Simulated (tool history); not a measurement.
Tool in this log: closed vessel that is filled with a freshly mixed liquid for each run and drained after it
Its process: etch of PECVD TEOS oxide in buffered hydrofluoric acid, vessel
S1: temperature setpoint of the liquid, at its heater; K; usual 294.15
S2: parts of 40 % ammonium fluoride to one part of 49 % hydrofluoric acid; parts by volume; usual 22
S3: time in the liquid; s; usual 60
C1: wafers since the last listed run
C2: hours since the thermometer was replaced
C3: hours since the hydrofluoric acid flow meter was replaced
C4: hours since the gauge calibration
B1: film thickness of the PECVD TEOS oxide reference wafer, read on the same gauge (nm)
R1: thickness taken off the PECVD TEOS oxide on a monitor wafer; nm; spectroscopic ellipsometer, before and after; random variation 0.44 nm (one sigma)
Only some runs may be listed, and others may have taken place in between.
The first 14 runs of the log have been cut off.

run,day,S1,S2,S3,C1,C2,C3,C4,B1,R1
15,41.65,294.15,29.5,70,7783,2201.2,112.7,306.9,39.57,79.05
16,43.225,296.15,29,30,5282,2239,150.5,344.7,39.56,38.47
17,46.104,297.65,17.5,90,9656,2308.1,219.6,413.8,39.56,182.88
18,48.2,294.15,17,60,7028,2358.4,269.9,464.1,39.49,104.29
19,52.371,290.15,22,60,13988,2458.5,370,564.2,39.39,66.48
20,56.675,295.65,14,60,14435,2561.8,473.3,667.5,39.33,135
21,60.533,294.15,22,30,12939,2654.4,565.9,760.1,39.23,41.38
22,64.6,294.15,22,60,13638,2752,663.5,857.7,39.15,82.71
23,66.554,294.15,19.5,45,6553,2798.9,710.4,904.6,39.08,67.92
# day 69.521: thermometer replaced
# day 69.679: hydrofluoric acid flow meter replaced
24,75.196,294.15,22,60,28702,136.2,132.4,1112,38.92,81.55
25,79.188,294.15,22,50,13387,232,228.2,1207.8,38.8,68.1
26,82.304,294.15,22,60,10452,306.8,303,1282.6,38.72,81.57
27,84.696,292.65,30,80,8021,364.2,360.4,1340,38.75,81.21
28,88.088,294.15,22,60,11374,445.6,441.8,1421.4,38.65,81.42
29,90.925,299.15,25,95,9516,513.7,509.9,1489.5,38.57,155.15
30,94.296,294.15,22,60,11305,594.6,590.8,1570.4,38.52,80.92
# day 97.038: hydrofluoric acid flow meter replaced
31,98.433,290.15,14.5,60,13736,693.9,33.5,1669.7,38.41,94.09
32,102.442,294.15,22,60,13443,790.1,129.7,1765.9,38.34,80.17
33,106.679,292.15,22,60,14211,891.8,231.4,1867.6,38.24,72.23

3 ways to go on from here, each from the tool as it stands after run 33. What would each give?
A,106.708,298.65,22,60,97,892.5,232.1,1868.3,?,?
B,106.708,294.15,25.5,40,97,892.5,232.1,1868.3,?,?
C,106.708,298.15,22,85,97,892.5,232.1,1868.3,?,?

run,B1,R1
A,38.27,103.65
B,38.27,48.71
C,38.27,142.89
What these runs would have given with no unlogged condition in the tool:
run,R1
A,108.36
B,50.92
C,149.39
